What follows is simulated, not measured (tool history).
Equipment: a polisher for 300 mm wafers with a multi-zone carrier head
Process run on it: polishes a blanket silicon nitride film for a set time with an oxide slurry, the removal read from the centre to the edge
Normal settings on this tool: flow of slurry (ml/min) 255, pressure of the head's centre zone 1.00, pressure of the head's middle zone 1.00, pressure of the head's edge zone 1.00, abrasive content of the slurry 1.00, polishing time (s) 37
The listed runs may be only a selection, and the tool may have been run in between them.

run,hour,flow of slurry (ml/min),pressure of the head's centre zone,pressure of the head's middle zone,pressure of the head's edge zone,abrasive content of the slurry,polishing time (s),"incoming thickness of the incoming film, nm",film removed at the wafer's centre (angstrom),film removed at mid-radius (angstrom),film removed at the wafer's edge (angstrom)
1,0.0,255,1.00,1.00,0.95,1.00,37,391.0,130,129,124
2,28.8,210,1.00,0.90,1.11,1.00,25,406.8,85,77,88
3,46.1,215,1.00,1.07,0.88,1.00,37,401.0,128,131,116
4,66.9,255,1.00,1.00,1.00,1.00,37,392.8,130,127,129
5,80.4,255,1.00,1.00,1.00,1.00,37,397.3,131,127,129
6,96.0,255,1.00,1.00,1.00,0.80,37,397.9,112,109,111
7,146.0,255,0.91,1.00,0.95,1.00,41,396.3,131,142,141
8,168.7,255,0.96,1.00,1.00,0.90,37,400.6,116,119,120
9,187.6,255,0.91,1.00,1.00,1.00,37,395.0,116,128,130
10,207.2,255,1.00,1.00,1.00,1.00,37,402.8,129,128,127
11,224.2,315,1.00,1.00,1.00,1.00,37,403.2,132,130,131
12,241.0,255,1.00,1.00,1.00,1.00,37,402.0,130,127,128
13,253.1,255,1.05,1.00,0.94,1.10,37,401.1,143,134,133
14,286.6,255,0.94,1.00,1.00,0.85,37,401.3,109,115,116
15,303.2,255,1.00,1.00,0.95,0.80,37,407.8,110,109,106
16,326.0,255,1.00,0.88,1.00,0.90,37,404.3,120,107,118
17,360.0,340,1.05,1.03,1.09,1.00,37,399.0,142,136,134
18,379.6,320,1.00,1.00,1.08,1.00,37,399.4,134,129,136
19,405.6,255,1.00,1.00,0.89,1.15,37,398.7,139,138,131
20,426.4,255,1.00,1.00,1.00,1.00,37,396.9,130,126,127
21,465.4,280,1.00,1.00,1.00,1.00,37,400.1,130,130,125
22,495.7,190,1.00,1.00,1.00,1.00,37,394.9,123,124,121

Not shown: 6 entries that the log had between the listed runs. Between which runs, and how does the tool's hidden state differ before and after?
Logged between run 1 and run 2: worn pad replaced by a new one (hour 15.6)
  the hidden state is the same at both runs
Logged between run 6 and run 7: edge zone pressure recalibrated (hour 102.7)
  the hidden state is the same at both runs
Logged between run 7 and run 8: slurry nozzle cleaned (hour 157.1)
  the hidden state is the same at both runs
Logged between run 10 and run 11: worn pad replaced by a new one (hour 217.6)
  the hidden state is the same at both runs
Logged between run 13 and run 14: carrier head's membrane replaced by a new one (hour 267.5)
  the hidden state is the same at both runs
Logged between run 19 and run 20: worn pad replaced by a new one (hour 411.1)
  the hidden state is the same at both runs

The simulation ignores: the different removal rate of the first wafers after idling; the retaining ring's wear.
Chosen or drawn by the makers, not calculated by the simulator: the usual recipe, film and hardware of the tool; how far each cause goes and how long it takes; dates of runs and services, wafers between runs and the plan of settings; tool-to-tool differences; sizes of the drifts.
